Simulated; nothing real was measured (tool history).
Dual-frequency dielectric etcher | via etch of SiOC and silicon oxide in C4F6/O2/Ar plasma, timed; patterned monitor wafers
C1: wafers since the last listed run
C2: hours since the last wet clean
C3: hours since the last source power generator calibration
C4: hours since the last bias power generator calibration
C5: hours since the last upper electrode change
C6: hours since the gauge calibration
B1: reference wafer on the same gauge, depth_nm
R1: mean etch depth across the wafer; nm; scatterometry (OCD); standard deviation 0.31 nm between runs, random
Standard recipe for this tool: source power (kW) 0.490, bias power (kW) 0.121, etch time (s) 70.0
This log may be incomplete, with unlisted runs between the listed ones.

Run 1, hour 0.0: usual settings; C1 0; C2 337.0; C3 4087.0; C4 2248.4; C5 2896.4; C6 25.1; B1 83.6. Result: R1 84.6 nm.
Run 2, hour 6.6: usual settings; C1 79; C2 343.6; C3 4093.6; C4 2255.0; C5 2903.0; C6 31.7; B1 83.5. Result: R1 84.4 nm.
Run 3, hour 21.9: usual settings; C1 183; C2 358.9; C3 4108.9; C4 2270.3; C5 2918.3; C6 47.0; B1 83.6. Result: R1 84.6 nm.
Run 4, hour 31.7: usual settings; C1 117; C2 368.7; C3 4118.7; C4 2280.1; C5 2928.1; C6 56.8; B1 83.6. Result: R1 84.8 nm.
Run 5, hour 49.0: usual settings; C1 207; C2 386.0; C3 4136.0; C4 2297.4; C5 2945.4; C6 74.1; B1 83.6. Result: R1 84.9 nm.
Run 6, hour 65.0: usual settings; C1 192; C2 402.0; C3 4152.0; C4 2313.4; C5 2961.4; C6 90.1; B1 83.5. Result: R1 84.8 nm.
At hour 92.4: upper electrode replaced.
Run 7, hour 92.9: usual settings; C1 46; C2 429.9; C3 4179.9; C4 2341.3; C5 0.5; C6 118.0; B1 83.6. Result: R1 85.2 nm.
Run 8, hour 93.2: usual settings; C1 3; C2 430.2; C3 4180.2; C4 2341.6; C5 0.8; C6 118.3; B1 83.6. Result: R1 85.1 nm.
Run 9, hour 93.6: usual settings; C1 4; C2 430.6; C3 4180.6; C4 2342.0; C5 1.2; C6 118.7; B1 83.6. Result: R1 85.6 nm.
Run 10, hour 93.9: usual settings; C1 3; C2 430.9; C3 4180.9; C4 2342.3; C5 1.5; C6 119.0; B1 83.5. Result: R1 85.3 nm.
Run 11, hour 110.6: usual settings but bias power (kW) 0.098; C1 200; C2 447.6; C3 4197.6; C4 2359.0; C5 18.2; C6 135.7; B1 83.5. Result: R1 81.6 nm.
Run 12, hour 118.3: usual settings but bias power (kW) 0.098; C1 92; C2 455.3; C3 4205.3; C4 2366.7; C5 25.9; C6 143.4; B1 83.6. Result: R1 81.6 nm.
Run 13, hour 128.3: usual settings but source power (kW) 0.370, etch time (s) 79.5; C1 120; C2 465.3; C3 4215.3; C4 2376.7; C5 35.9; C6 153.4; B1 83.7. Result: R1 88.5 nm.
At hour 156.4: wet clean of the chamber.
Run 14, hour 156.9: usual settings; C1 55; C2 0.5; C3 4243.9; C4 2405.3; C5 64.5; C6 182.0; B1 83.6. Result: R1 81.8 nm.
Run 15, hour 160.0: usual settings but source power (kW) 0.430, bias power (kW) 0.112; C1 37; C2 3.6; C3 4247.0; C4 2408.4; C5 67.6; C6 185.1; B1 83.6. Result: R1 77.5 nm.
At hour 165.0: gauge calibrated.
Run 16, hour 172.2: usual settings but source power (kW) 0.420, bias power (kW) 0.133, etch time (s) 82.0; C1 146; C2 15.8; C3 4259.2; C4 2420.6; C5 79.8; C6 7.2; B1 83.6. Result: R1 93.0 nm.
Run 17, hour 183.4: usual settings but source power (kW) 0.420, bias power (kW) 0.103; C1 134; C2 27.0; C3 4270.4; C4 2431.8; C5 91.0; C6 18.4; B1 83.6. Result: R1 75.3 nm.
At hour 190.2: source power generator calibrated.
Run 18, hour 200.5: usual settings but source power (kW) 0.520; C1 157; C2 44.1; C3 10.3; C4 2448.9; C5 108.1; C6 35.5; B1 83.6. Result: R1 83.8 nm.
Run 19, hour 208.6: usual settings but bias power (kW) 0.103, etch time (s) 87.0; C1 97; C2 52.2; C3 18.4; C4 2457.0; C5 116.2; C6 43.6; B1 83.4. Result: R1 98.7 nm.
At hour 220.4: bias power generator calibrated.
Run 20, hour 224.6: usual settings; C1 144; C2 68.2; C3 34.4; C4 4.2; C5 132.2; C6 59.6; B1 83.6. Result: R1 82.5 nm.
Run 21, hour 230.8: usual settings; C1 74; C2 74.4; C3 40.6; C4 10.4; C5 138.4; C6 65.8; B1 83.5. Result: R1 82.6 nm.
Run 22, hour 245.8: usual settings but bias power (kW) 0.133; C1 180; C2 89.4; C3 55.6; C4 25.4; C5 153.4; C6 80.8; B1 83.6. Result: R1 84.2 nm.
Run 23, hour 260.1: usual settings but source power (kW) 0.410, etch time (s) 89.0; C1 171; C2 103.7; C3 69.9; C4 39.7; C5 167.7; C6 95.1; B1 83.7. Result: R1 98.8 nm.
Run 24, hour 269.1: usual settings but bias power (kW) 0.108, etch time (s) 52.5; C1 108; C2 112.7; C3 78.9; C4 48.7; C5 176.7; C6 104.1; B1 83.5. Result: R1 60.6 nm.
Run 25, hour 277.0: usual settings; C1 94; C2 120.6; C3 86.8; C4 56.6; C5 184.6; C6 112.0; B1 83.6. Result: R1 83.3 nm.

Same runs, no hidden state in the tool, same run-to-run variation:
Hidden conditions of the tool in this case: etch rate over this chamber's usual, %; source power that arrives over what is set, %; bias power that arrives over what is set, %; gauge reads high (%).
run    R1
  1  81.7
  2  81.4
  3  81.4
  4  81.5
  5  81.6
  6  81.3
  7  81.5
  8  81.4
  9  81.9
 10  81.6
 11  77.9
 12  77.8
 13  84.3
 14  81.6
 15  77.2
 16  92.6
 17  74.9
 18  83.2
 19  97.9
 20  81.7
 21  81.8
 22  83.2
 23  97.5
 24  59.7
 25  82.1
